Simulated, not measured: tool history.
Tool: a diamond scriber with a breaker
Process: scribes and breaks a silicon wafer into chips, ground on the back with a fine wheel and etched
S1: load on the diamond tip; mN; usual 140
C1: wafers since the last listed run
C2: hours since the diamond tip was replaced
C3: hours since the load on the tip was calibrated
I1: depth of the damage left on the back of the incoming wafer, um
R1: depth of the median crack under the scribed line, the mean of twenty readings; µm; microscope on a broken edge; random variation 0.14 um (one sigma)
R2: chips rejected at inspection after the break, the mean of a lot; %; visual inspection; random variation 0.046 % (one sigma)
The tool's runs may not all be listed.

run	hour	S1	C1	C2	C3	I1	R1	R2
1	0.0	120	0	486.4	345.6	0.50	9.34	1.58
2	68.4	120	175	554.8	414.0	0.68	9.32	1.56
3	138.6	118	179	625.0	484.2	0.53	9.25	1.71
4	168.4	118	76	654.8	514.0	0.50	9.40	1.71
5	224.9	118	144	711.3	570.5	0.35	9.38	1.51
6	252.6	130	70	739.0	598.2	0.38	10.50	0.98
7	310.9	167	149	797.3	656.5	0.75	13.62	12.88
8	337.2	140	67	823.6	682.8	0.69	11.36	2.94
9	400.3	156	161	886.7	745.9	0.32	12.45	9.45
10	443.0	156	109	929.4	788.6	0.66	12.67	8.50
# hour 467.4: load on the tip recalibrated
11	489.8	172	114	976.2	22.4	0.65	12.70	9.22
12	542.5	119	135	1028.9	75.1	0.72	9.00	3.13
13	583.0	153	103	1069.4	115.6	0.36	11.77	4.89
14	625.5	140	108	1111.9	158.1	0.34	10.98	1.96
# hour 648.2: diamond tip replaced by a new one, of another model than before
15	657.9	109	77	9.7	190.5	0.76	8.82	3.44
16	715.0	152	146	66.8	247.6	0.43	12.00	4.37
17	743.3	140	72	95.1	275.9	0.47	10.95	1.87
18	787.3	112	112	139.1	319.9	0.77	9.25	1.78
19	841.9	155	139	193.7	374.5	0.79	11.83	5.67
20	899.0	129	146	250.8	431.6	0.64	10.35	1.13
21	943.3	123	113	295.1	475.9	0.45	10.39	0.77
22	985.3	111	107	337.1	517.9	0.38	9.28	1.68
23	1021.7	116	93	373.5	554.3	0.31	9.71	0.97
24	1081.8	175	153	433.6	614.4	0.31	13.11	13.99
25	1138.9	140	146	490.7	671.5	0.71	11.22	3.18

The same runs without the tool's hidden state, with the same run-to-run variation:
The hidden state here: share of the diamond tip's cutting effectiveness lost through wear, %; deviation of the load on the tip from its setpoint, %.
run	R1	R2
1	8.51	4.88
2	8.42	5.44
3	8.30	6.03
4	8.41	6.26
5	8.35	5.88
6	9.34	1.74
7	12.08	5.19
8	10.06	0.74
9	11.00	2.77
10	11.18	2.47
11	12.27	7.04
12	8.50	5.84
13	10.94	2.04
14	10.07	0.77
15	8.20	7.18
16	11.04	1.48
17	10.03	0.72
18	8.43	5.28
19	10.71	1.75
20	9.32	1.59
21	9.33	2.45
22	8.31	6.19
23	8.68	4.25
24	11.68	5.71
25	9.97	0.84
